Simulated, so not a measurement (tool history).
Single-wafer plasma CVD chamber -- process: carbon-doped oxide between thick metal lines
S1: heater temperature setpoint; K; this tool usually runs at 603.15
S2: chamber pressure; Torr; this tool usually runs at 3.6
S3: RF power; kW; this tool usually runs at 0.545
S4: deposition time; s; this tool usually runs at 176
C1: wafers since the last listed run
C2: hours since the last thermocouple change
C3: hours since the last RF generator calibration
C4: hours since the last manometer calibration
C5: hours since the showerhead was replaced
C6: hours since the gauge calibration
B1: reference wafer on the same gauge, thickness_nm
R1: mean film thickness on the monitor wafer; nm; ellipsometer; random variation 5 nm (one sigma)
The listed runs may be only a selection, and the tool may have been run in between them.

run,hour,S1,S2,S3,S4,C1,C2,C3,C4,C5,C6,B1,R1
1,0,603.15,3.6,0.545,176,0,288.9,359.5,1478,5325.4,3942.4,818.587,917.413
2,92.2,603.15,3.6,0.545,176,896,381.1,451.7,1570.2,5417.6,4034.6,817.032,913.357
3,171.9,603.15,3.6,0.545,176,774,460.8,531.4,1649.9,5497.3,4114.3,816.462,908.041
4,236.2,603.15,3.6,0.545,176,625,525.1,595.7,1714.2,5561.6,4178.6,814.886,912.223
5,330.2,603.15,3.6,0.545,176,913,619.1,689.7,1808.2,5655.6,4272.6,813.103,906.305
6,434.4,603.15,3.6,0.545,176,1012,723.3,793.9,1912.4,5759.8,4376.8,812.471,899.756
7,498.7,603.15,3.6,0.545,176,625,787.6,858.2,1976.7,5824.1,4441.1,810.132,906.635
# hour 559.7: gauge calibrated
8,599,611.15,3.6,0.545,196,975,887.9,958.5,2077,5924.4,39.3,845.554,1029.313
9,702.5,594.15,3.6,0.445,176,1006,991.4,1062,2180.5,6027.9,142.8,844.349,867.697
# hour 742: RF generator calibrated
# hour 777: showerhead replaced
10,781.2,603.15,3.6,0.545,176,609,1070.1,39.2,2259.2,4.2,221.5,844.519,955.567
11,825.7,603.15,3.6,0.545,176,432,1114.6,83.7,2303.7,48.7,266,845.898,935.275
# hour 954.1: thermocouple changed; heater temperature recalibrated
12,1078,590.15,2.89,0.545,176,2374,123.9,336,2556,301,518.3,844.728,947.906
13,1161.1,603.15,3.6,0.545,176,807,207,419.1,2639.1,384.1,601.4,844.32,943.645
14,1247.7,597.15,3.28,0.545,176,841,293.6,505.7,2725.7,470.7,688,844.009,949.404
15,1325.1,616.15,2.84,0.545,203,752,371,583.1,2803.1,548.1,765.4,843.441,1031.98
# hour 1393.6: capacitance manometer re-zeroed and calibrated
16,1402.1,603.15,3.6,0.63,176,670,448,660.1,8.5,625.1,842.4,844.327,1014.914
17,1490.9,611.15,3.6,0.545,197,863,536.8,748.9,97.3,713.9,931.2,843.855,1037.916
18,1564.9,603.15,3.6,0.545,176,719,610.8,822.9,171.3,787.9,1005.2,843.498,939.274
19,1637.7,603.15,2.98,0.455,142,707,683.6,895.7,244.1,860.7,1078,843.347,667.3
20,1728.4,603.15,2.76,0.545,176,881,774.3,986.4,334.8,951.4,1168.7,843.271,912.803
21,1814.7,603.15,3.34,0.595,154,838,860.6,1072.7,421.1,1037.7,1255,842.54,852.251
# hour 1867.5: RF generator calibrated
22,1868,603.15,3.6,0.545,176,440,913.9,0.5,474.4,1091,1308.3,842.52,943.638
23,1926.5,603.15,3.6,0.545,176,568,972.4,59,532.9,1149.5,1366.8,841.58,932.092
# hour 1957.5: thermocouple changed; heater temperature recalibrated
24,1987,589.15,3.6,0.58,176,510,29.5,119.5,593.4,1210,1427.3,841.269,1019.138
25,2072.6,603.15,3.24,0.635,176,832,115.1,205.1,679,1295.6,1512.9,841.395,1013.444
26,2139.3,598.15,3.6,0.46,154,648,181.8,271.8,745.7,1362.3,1579.6,841.284,761.017
27,2211.4,603.15,3.6,0.545,198,700,253.9,343.9,817.8,1434.4,1651.7,840.622,1059.567

Predict each of these 5 candidate next runs independently; none follows another, all start after run 27:
A,2211.8,603.15,3.6,0.545,176,3,254.3,344.3,818.2,1434.8,1652.1,?,?
B,2211.8,617.15,2.81,0.615,206,3,254.3,344.3,818.2,1434.8,1652.1,?,?
C,2211.8,597.15,4.13,0.605,207,3,254.3,344.3,818.2,1434.8,1652.1,?,?
D,2211.8,607.15,4.26,0.545,162,3,254.3,344.3,818.2,1434.8,1652.1,?,?
E,2211.8,603.15,3.6,0.545,203,3,254.3,344.3,818.2,1434.8,1652.1,?,?

run,B1,R1
A,840.983,945.206
B,840.983,1108.977
C,840.983,1220.803
D,840.983,882.22
E,840.983,1089.765
The same runs, with their run-to-run variation unchanged, on a tool lacking any hidden condition would have given:
run,R1
A,951.425
B,1116.273
C,1228.834
D,888.024
E,1096.935
